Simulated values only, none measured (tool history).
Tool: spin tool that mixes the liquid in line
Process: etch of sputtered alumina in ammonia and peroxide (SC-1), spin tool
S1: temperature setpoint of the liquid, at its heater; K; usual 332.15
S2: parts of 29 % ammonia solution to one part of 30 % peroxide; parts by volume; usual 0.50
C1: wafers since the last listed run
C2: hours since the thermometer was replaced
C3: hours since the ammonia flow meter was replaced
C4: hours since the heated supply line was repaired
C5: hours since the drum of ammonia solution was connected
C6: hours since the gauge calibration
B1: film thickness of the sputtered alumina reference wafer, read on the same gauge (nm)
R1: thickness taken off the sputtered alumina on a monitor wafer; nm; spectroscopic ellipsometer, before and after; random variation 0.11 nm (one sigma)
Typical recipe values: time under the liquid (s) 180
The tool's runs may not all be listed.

{"run": 1, "hour": 0.0, "S1": 337.65, "S2": 0.5, "time under the liquid (s)": 180, "C1": 0, "C2": 1158.2, "C3": 340.9, "C4": 3292.5, "C5": 72.0, "C6": 363.2, "B1": 150.01, "R1": 24.63}
{"run": 2, "hour": 93.2, "S1": 337.65, "S2": 0.5, "time under the liquid (s)": 180, "C1": 705, "C2": 1251.4, "C3": 434.1, "C4": 3385.7, "C5": 165.2, "C6": 456.4, "B1": 149.99, "R1": 24.66}
{"run": 3, "hour": 157.4, "S1": 332.15, "S2": 0.5, "time under the liquid (s)": 225, "C1": 485, "C2": 1315.6, "C3": 498.3, "C4": 3449.9, "C5": 229.4, "C6": 520.6, "B1": 149.98, "R1": 23.55}
{"run": 4, "hour": 262.6, "S1": 332.15, "S2": 0.5, "time under the liquid (s)": 225, "C1": 796, "C2": 1420.8, "C3": 603.5, "C4": 3555.1, "C5": 334.6, "C6": 625.8, "B1": 150.03, "R1": 23.81}
{"hour": 263.8, "done": "new drum of ammonia solution connected"}
{"run": 5, "hour": 362.2, "S1": 332.15, "S2": 0.5, "time under the liquid (s)": 225, "C1": 746, "C2": 1520.4, "C3": 703.1, "C4": 3654.7, "C5": 98.4, "C6": 725.4, "B1": 150.01, "R1": 23.74}
{"run": 6, "hour": 430.1, "S1": 332.15, "S2": 0.6, "time under the liquid (s)": 105, "C1": 513, "C2": 1588.3, "C3": 771.0, "C4": 3722.6, "C5": 166.3, "C6": 793.3, "B1": 150.02, "R1": 11.24}
{"hour": 464.7, "done": "thermometer replaced"}
{"run": 7, "hour": 470.2, "S1": 332.15, "S2": 0.6, "time under the liquid (s)": 105, "C1": 295, "C2": 5.5, "C3": 811.1, "C4": 3762.7, "C5": 206.4, "C6": 833.4, "B1": 150.0, "R1": 10.35}
{"run": 8, "hour": 509.4, "S1": 332.15, "S2": 0.3, "time under the liquid (s)": 180, "C1": 296, "C2": 44.7, "C3": 850.3, "C4": 3801.9, "C5": 245.6, "C6": 872.6, "B1": 149.98, "R1": 16.53}
{"hour": 566.3, "done": "new drum of ammonia solution connected"}
{"hour": 572.1, "done": "ammonia flow meter replaced"}
{"run": 9, "hour": 609.7, "S1": 332.15, "S2": 0.3, "time under the liquid (s)": 180, "C1": 743, "C2": 145.0, "C3": 37.6, "C4": 3902.2, "C5": 43.4, "C6": 972.9, "B1": 150.0, "R1": 16.71}
{"run": 10, "hour": 709.9, "S1": 337.15, "S2": 0.35, "time under the liquid (s)": 180, "C1": 758, "C2": 245.2, "C3": 137.8, "C4": 4002.4, "C5": 143.6, "C6": 1073.1, "B1": 150.03, "R1": 21.81}
{"hour": 716.0, "done": "gauge calibrated"}
{"run": 11, "hour": 805.0, "S1": 332.15, "S2": 0.5, "time under the liquid (s)": 180, "C1": 719, "C2": 340.3, "C3": 232.9, "C4": 4097.5, "C5": 238.7, "C6": 89.0, "B1": 150.01, "R1": 17.47}

Run 12 has not been measured yet. What should we expect?
{"hour": 870.7, "done": "new drum of ammonia solution connected"}
{"run": 12, "hour": 893.4, "S1": 332.15, "S2": 0.5, "time under the liquid (s)": 225, "C1": 661, "C2": 428.7, "C3": 321.3, "C4": 4185.9, "C5": 22.7, "C6": 177.4, "B1": "?", "R1": "?"}

Run 12 yielded B1 150.00, R1 22.21 nm.
Take away the tool's hidden state, keep the run-to-run variation as it was, and the same run would have given R1 21.58 nm.

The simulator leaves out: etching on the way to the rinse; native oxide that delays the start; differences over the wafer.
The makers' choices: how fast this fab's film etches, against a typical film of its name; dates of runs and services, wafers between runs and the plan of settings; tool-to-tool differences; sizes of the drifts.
